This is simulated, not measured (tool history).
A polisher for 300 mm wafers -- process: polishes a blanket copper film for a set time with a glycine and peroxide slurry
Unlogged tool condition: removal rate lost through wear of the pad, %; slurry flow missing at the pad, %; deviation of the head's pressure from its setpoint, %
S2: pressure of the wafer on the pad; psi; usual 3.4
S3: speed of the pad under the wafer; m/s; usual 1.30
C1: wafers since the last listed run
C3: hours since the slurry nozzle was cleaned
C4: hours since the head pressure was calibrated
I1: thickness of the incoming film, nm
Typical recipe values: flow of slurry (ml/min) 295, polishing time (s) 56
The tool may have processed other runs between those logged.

run 1 day=0.000 | flow_of_slurry_(ml/min)=295 S2=3.4 S3=1.30 polishing_time_(s)=45 | C1=0 wafers_polished_on_this_pad=402 C3=365.3 C4=870.9 | I1=1611.3 | film_removed_(Å)=3162
run 2 day=0.525 | flow_of_slurry_(ml/min)=330 S2=3.4 S3=1.30 polishing_time_(s)=56 | C1=129 wafers_polished_on_this_pad=532 C3=377.9 C4=883.5 | I1=1585.2 | film_removed_(Å)=4032
run 3 day=3.862 | flow_of_slurry_(ml/min)=330 S2=3.4 S3=1.30 polishing_time_(s)=56 | C1=821 wafers_polished_on_this_pad=1353 C3=458.0 C4=963.6 | I1=1573.3 | film_removed_(Å)=4022
run 4 day=5.233 | flow_of_slurry_(ml/min)=330 S2=3.4 S3=1.30 polishing_time_(s)=56 | C1=337 wafers_polished_on_this_pad=1691 C3=490.9 C4=996.5 | I1=1582.3 | film_removed_(Å)=3970
run 5 day=5.775 | flow_of_slurry_(ml/min)=295 S2=3.4 S3=1.30 polishing_time_(s)=56 | C1=133 wafers_polished_on_this_pad=1824 C3=503.9 C4=1009.5 | I1=1591.8 | film_removed_(Å)=4018
-- day=5.825 slurry nozzle cleaned
run 6 day=6.704 | flow_of_slurry_(ml/min)=295 S2=3.4 S3=1.30 polishing_time_(s)=56 | C1=218 wafers_polished_on_this_pad=2043 C3=21.1 C4=1031.8 | I1=1606.8 | film_removed_(Å)=3964
run 7 day=7.308 | flow_of_slurry_(ml/min)=295 S2=3.4 S3=1.30 polishing_time_(s)=56 | C1=148 wafers_polished_on_this_pad=2191 C3=35.6 C4=1046.3 | I1=1564.5 | film_removed_(Å)=3971
run 8 day=8.512 | flow_of_slurry_(ml/min)=295 S2=3.4 S3=1.50 polishing_time_(s)=56 | C1=296 wafers_polished_on_this_pad=2488 C3=64.5 C4=1075.2 | I1=1591.8 | film_removed_(Å)=4378
-- day=8.658 head pressure recalibrated
-- day=9.854 worn pad replaced by a new one
run 9 day=9.962 | flow_of_slurry_(ml/min)=295 S2=3.4 S3=1.50 polishing_time_(s)=56 | C1=295 wafers_polished_on_this_pad=26 C3=99.3 C4=31.3 | I1=1610.2 | film_removed_(Å)=4400
run 10 day=11.321 | flow_of_slurry_(ml/min)=295 S2=3.4 S3=1.50 polishing_time_(s)=56 | C1=334 wafers_polished_on_this_pad=360 C3=131.9 C4=63.9 | I1=1605.6 | film_removed_(Å)=4363
run 11 day=12.229 | flow_of_slurry_(ml/min)=295 S2=3.4 S3=1.30 polishing_time_(s)=56 | C1=223 wafers_polished_on_this_pad=584 C3=153.7 C4=85.7 | I1=1624.4 | film_removed_(Å)=3983
run 12 day=13.504 | flow_of_slurry_(ml/min)=295 S2=3.7 S3=1.30 polishing_time_(s)=50 | C1=313 wafers_polished_on_this_pad=898 C3=184.3 C4=116.3 | I1=1605.1 | film_removed_(Å)=3798
run 13 day=14.029 | flow_of_slurry_(ml/min)=295 S2=3.7 S3=1.30 polishing_time_(s)=50 | C1=129 wafers_polished_on_this_pad=1027 C3=196.9 C4=128.9 | I1=1601.2 | film_removed_(Å)=3811
run 14 day=15.121 | flow_of_slurry_(ml/min)=295 S2=3.4 S3=1.30 polishing_time_(s)=56 | C1=268 wafers_polished_on_this_pad=1296 C3=223.1 C4=155.1 | I1=1565.5 | film_removed_(Å)=3965
run 15 day=15.625 | flow_of_slurry_(ml/min)=295 S2=3.4 S3=1.12 polishing_time_(s)=43 | C1=124 wafers_polished_on_this_pad=1420 C3=235.2 C4=167.2 | I1=1596.3 | film_removed_(Å)=2809
run 16 day=16.746 | flow_of_slurry_(ml/min)=295 S2=2.3 S3=1.30 polishing_time_(s)=39 | C1=275 wafers_polished_on_this_pad=1696 C3=262.1 C4=194.1 | I1=1583.3 | film_removed_(Å)=1961
run 17 day=17.650 | flow_of_slurry_(ml/min)=295 S2=2.6 S3=1.30 polishing_time_(s)=56 | C1=222 wafers_polished_on_this_pad=1918 C3=283.8 C4=215.8 | I1=1593.7 | film_removed_(Å)=3165
run 18 day=18.829 | flow_of_slurry_(ml/min)=295 S2=3.4 S3=1.70 polishing_time_(s)=56 | C1=290 wafers_polished_on_this_pad=2209 C3=312.1 C4=244.1 | I1=1566.8 | film_removed_(Å)=4720
-- day=19.404 worn pad replaced by a new one
run 19 day=20.142 | flow_of_slurry_(ml/min)=295 S2=3.4 S3=1.30 polishing_time_(s)=56 | C1=282 wafers_polished_on_this_pad=181 C3=343.6 C4=275.6 | I1=1611.3 | film_removed_(Å)=4052
run 20 day=21.054 | flow_of_slurry_(ml/min)=265 S2=3.4 S3=1.30 polishing_time_(s)=56 | C1=224 wafers_polished_on_this_pad=406 C3=365.5 C4=297.5 | I1=1617.1 | film_removed_(Å)=4008
run 21 day=21.725 | flow_of_slurry_(ml/min)=225 S2=4.2 S3=1.50 polishing_time_(s)=68 | C1=165 wafers_polished_on_this_pad=571 C3=381.6 C4=313.6 | I1=1606.0 | film_removed_(Å)=6173
run 22 day=22.688 | flow_of_slurry_(ml/min)=295 S2=3.4 S3=1.30 polishing_time_(s)=62 | C1=236 wafers_polished_on_this_pad=808 C3=404.7 C4=336.7 | I1=1588.9 | film_removed_(Å)=4445
run 23 day=24.175 | flow_of_slurry_(ml/min)=295 S2=3.4 S3=1.30 polishing_time_(s)=56 | C1=366 wafers_polished_on_this_pad=1174 C3=440.4 C4=372.4 | I1=1624.1 | film_removed_(Å)=4036
run 24 day=25.050 | flow_of_slurry_(ml/min)=295 S2=3.4 S3=1.30 polishing_time_(s)=56 | C1=215 wafers_polished_on_this_pad=1390 C3=461.4 C4=393.4 | I1=1579.8 | film_removed_(Å)=4036
run 25 day=26.429 | flow_of_slurry_(ml/min)=295 S2=3.4 S3=1.30 polishing_time_(s)=56 | C1=339 wafers_polished_on_this_pad=1729 C3=494.5 C4=426.5 | I1=1614.4 | film_removed_(Å)=3994
-- day=27.029 slurry nozzle cleaned
run 26 day=27.050 | flow_of_slurry_(ml/min)=205 S2=3.7 S3=1.30 polishing_time_(s)=40 | C1=142 wafers_polished_on_this_pad=1872 C3=0.5 C4=441.4 | I1=1598.3 | film_removed_(Å)=2968
run 27 day=27.700 | flow_of_slurry_(ml/min)=195 S2=3.4 S3=1.74 polishing_time_(s)=40 | C1=160 wafers_polished_on_this_pad=2032 C3=16.1 C4=457.0 | I1=1606.2 | film_removed_(Å)=3330
-- day=29.154 worn pad replaced by a new one
run 28 day=29.696 | flow_of_slurry_(ml/min)=295 S2=3.4 S3=1.30 polishing_time_(s)=56 | C1=450 wafers_polished_on_this_pad=133 C3=64.0 C4=504.9 | I1=1603.3 | film_removed_(Å)=3971
run 29 day=30.833 | flow_of_slurry_(ml/min)=295 S2=3.4 S3=1.30 polishing_time_(s)=56 | C1=280 wafers_polished_on_this_pad=413 C3=91.3 C4=532.2 | I1=1609.4 | film_removed_(Å)=3992
run 30 day=31.504 | flow_of_slurry_(ml/min)=330 S2=4.5 S3=1.66 polishing_time_(s)=75 | C1=165 wafers_polished_on_this_pad=578 C3=107.4 C4=548.3 | I1=1593.2 | film_removed_(Å)=8221
run 31 day=32.083 | flow_of_slurry_(ml/min)=390 S2=4.1 S3=0.84 polishing_time_(s)=38 | C1=142 wafers_polished_on_this_pad=721 C3=121.3 C4=562.2 | I1=1621.9 | film_removed_(Å)=2496
run 32 day=32.804 | flow_of_slurry_(ml/min)=340 S2=4.3 S3=0.86 polishing_time_(s)=64 | C1=177 wafers_polished_on_this_pad=898 C3=138.6 C4=579.5 | I1=1589.6 | film_removed_(Å)=4457
run 33 day=33.608 | flow_of_slurry_(ml/min)=335 S2=3.4 S3=1.02 polishing_time_(s)=56 | C1=197 wafers_polished_on_this_pad=1096 C3=157.9 C4=598.8 | I1=1605.9 | film_removed_(Å)=3468
run 34 day=34.471 | flow_of_slurry_(ml/min)=295 S2=3.4 S3=1.30 polishing_time_(s)=64 | C1=212 wafers_polished_on_this_pad=1309 C3=178.6 C4=619.5 | I1=1598.3 | film_removed_(Å)=4537
run 35 day=35.817 | flow_of_slurry_(ml/min)=295 S2=3.4 S3=1.56 polishing_time_(s)=56 | C1=331 wafers_polished_on_this_pad=1640 C3=210.9 C4=651.8 | I1=1595.7 | film_removed_(Å)=4459
run 36 day=37.250 | flow_of_slurry_(ml/min)=295 S2=3.4 S3=1.30 polishing_time_(s)=56 | C1=352 wafers_polished_on_this_pad=1993 C3=245.3 C4=686.2 | I1=1598.9 | film_removed_(Å)=3913
run 37 day=37.900 | flow_of_slurry_(ml/min)=295 S2=2.8 S3=1.30 polishing_time_(s)=56 | C1=160 wafers_polished_on_this_pad=2153 C3=260.9 C4=701.8 | I1=1634.1 | film_removed_(Å)=3372
-- day=38.750 worn pad replaced by a new one
run 38 day=39.204 | flow_of_slurry_(ml/min)=295 S2=2.7 S3=1.60 polishing_time_(s)=47 | C1=280 wafers_polished_on_this_pad=111 C3=292.2 C4=733.1 | I1=1593.4 | film_removed_(Å)=3082

Take each entry between the runs: how does the hidden state at the last listed run before it differ from the hidden state at the first listed run after it?
Run 5 -> run 6: slurry nozzle cleaned (day 5.825)
  no difference in the tool's unlogged condition between these two runs
Run 8 -> run 9: head pressure recalibrated (day 8.658); worn pad replaced by a new one (day 9.854)
  no difference in the tool's unlogged condition between these two runs
Run 18 -> run 19: worn pad replaced by a new one (day 19.404)
  no difference in the tool's unlogged condition between these two runs
Run 25 -> run 26: slurry nozzle cleaned (day 27.029)
  no difference in the tool's unlogged condition between these two runs
Run 27 -> run 28: worn pad replaced by a new one (day 29.154)
  no difference in the tool's unlogged condition between these two runs
Run 37 -> run 38: worn pad replaced by a new one (day 38.750)
  no difference in the tool's unlogged condition between these two runs
